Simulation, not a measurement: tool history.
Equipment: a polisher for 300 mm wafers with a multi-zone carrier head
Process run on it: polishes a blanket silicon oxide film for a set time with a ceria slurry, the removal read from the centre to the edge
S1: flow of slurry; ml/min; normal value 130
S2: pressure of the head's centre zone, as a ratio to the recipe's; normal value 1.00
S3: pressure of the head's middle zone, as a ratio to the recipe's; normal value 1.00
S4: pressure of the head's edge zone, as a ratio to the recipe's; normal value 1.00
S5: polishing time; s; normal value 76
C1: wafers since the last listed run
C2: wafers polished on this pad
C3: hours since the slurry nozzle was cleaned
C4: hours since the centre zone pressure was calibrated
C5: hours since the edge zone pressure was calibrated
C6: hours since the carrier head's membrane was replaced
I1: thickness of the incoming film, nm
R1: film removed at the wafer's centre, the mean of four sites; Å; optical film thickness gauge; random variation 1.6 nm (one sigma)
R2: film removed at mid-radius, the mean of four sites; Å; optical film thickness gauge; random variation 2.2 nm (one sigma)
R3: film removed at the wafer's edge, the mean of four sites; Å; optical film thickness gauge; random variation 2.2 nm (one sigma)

| run | day | S1 | S2 | S3 | S4 | S5 | C1 | C2 | C3 | C4 | C5 | C6 | I1 | R1 | R2 | R3 |
|---|---|---|---|---|---|---|---|---|---|---|---|---|---|---|---|---|
| 1 | 0.000 | 130 | 0.95 | 1.00 | 1.00 | 76 | 0 | 1219 | 51.6 | 555.3 | 1025.4 | 1168.6 | 1612.7 | 2252 | 2433 | 2454 |
| 2 | 1.796 | 130 | 1.00 | 1.00 | 1.00 | 76 | 489 | 1708 | 94.7 | 598.4 | 1068.5 | 1211.7 | 1632.5 | 2414 | 2411 | 2460 |
| 3 | 3.975 | 130 | 1.00 | 1.00 | 1.00 | 76 | 594 | 2302 | 147.0 | 650.7 | 1120.8 | 1264.0 | 1652.5 | 2417 | 2396 | 2466 |
|  | 4.750 | worn pad replaced by a new one |
| 4 | 6.546 | 130 | 1.00 | 1.00 | 1.00 | 76 | 655 | 489 | 208.7 | 712.4 | 1182.5 | 1325.7 | 1628.3 | 2402 | 2373 | 2435 |
| 5 | 8.275 | 130 | 1.00 | 1.00 | 1.00 | 76 | 471 | 960 | 250.2 | 753.9 | 1224.0 | 1367.2 | 1630.0 | 2428 | 2344 | 2474 |
| 6 | 10.917 | 130 | 1.00 | 1.00 | 1.00 | 76 | 720 | 1681 | 313.6 | 817.3 | 1287.4 | 1430.6 | 1640.9 | 2415 | 2425 | 2510 |
|  | 12.812 | slurry nozzle cleaned |
|  | 13.129 | worn pad replaced by a new one |
| 7 | 14.125 | 130 | 1.00 | 1.00 | 1.00 | 76 | 817 | 271 | 31.5 | 894.3 | 1364.4 | 1507.6 | 1660.8 | 2395 | 2414 | 2489 |
|  | 15.488 | edge zone pressure recalibrated |
| 8 | 16.329 | 130 | 1.00 | 1.00 | 1.00 | 76 | 578 | 850 | 84.4 | 947.2 | 20.2 | 1560.5 | 1605.5 | 2400 | 2382 | 2494 |
| 9 | 20.533 | 130 | 1.00 | 1.00 | 1.00 | 76 | 1146 | 1996 | 185.3 | 1048.1 | 121.1 | 1661.4 | 1632.1 | 2374 | 2411 | 2430 |
|  | 21.962 | worn pad replaced by a new one |
| 10 | 22.400 | 130 | 0.92 | 1.00 | 1.00 | 61 | 463 | 119 | 230.1 | 1092.9 | 165.9 | 1706.2 | 1629.9 | 1788 | 1899 | 2011 |
|  | 26.067 | slurry nozzle cleaned |
| 11 | 26.088 | 130 | 1.00 | 1.00 | 1.00 | 76 | 993 | 1113 | 0.5 | 1181.4 | 254.4 | 1794.7 | 1658.6 | 2371 | 2367 | 2475 |
| 12 | 29.700 | 130 | 0.96 | 1.00 | 1.00 | 96 | 984 | 2098 | 87.2 | 1268.1 | 341.1 | 1881.4 | 1629.3 | 2906 | 3012 | 3137 |
|  | 31.029 | worn pad replaced by a new one |
|  | 32.325 | carrier head's membrane replaced by a new one |
|  | 32.788 | centre zone pressure recalibrated |
| 13 | 32.971 | 130 | 1.00 | 1.00 | 0.90 | 76 | 766 | 449 | 165.7 | 4.4 | 419.6 | 15.5 | 1629.4 | 2384 | 2421 | 2335 |
| 14 | 36.904 | 130 | 0.95 | 1.07 | 1.00 | 98 | 1072 | 1521 | 260.1 | 98.8 | 514.0 | 109.9 | 1616.9 | 2922 | 3194 | 3118 |
|  | 39.146 | worn pad replaced by a new one |
| 15 | 39.596 | 130 | 1.00 | 1.00 | 0.92 | 76 | 688 | 122 | 324.7 | 163.4 | 578.6 | 174.5 | 1634.3 | 2396 | 2370 | 2391 |

Predict the results of run 16:
|  | 41.200 | slurry nozzle cleaned |
| 16 | 41.283 | 90 | 1.06 | 1.00 | 1.00 | 76 | 448 | 570 | 2.0 | 203.9 | 619.1 | 215.0 | 1629.3 | ? | ? | ? |

{"run 16": {"R1": 2289, "R2": 2216, "R3": 2333}}
On a tool with no hidden condition, and with the same random variation, this run would have come out at R1 2289 Å, R2 2216 Å, R3 2333 Å.
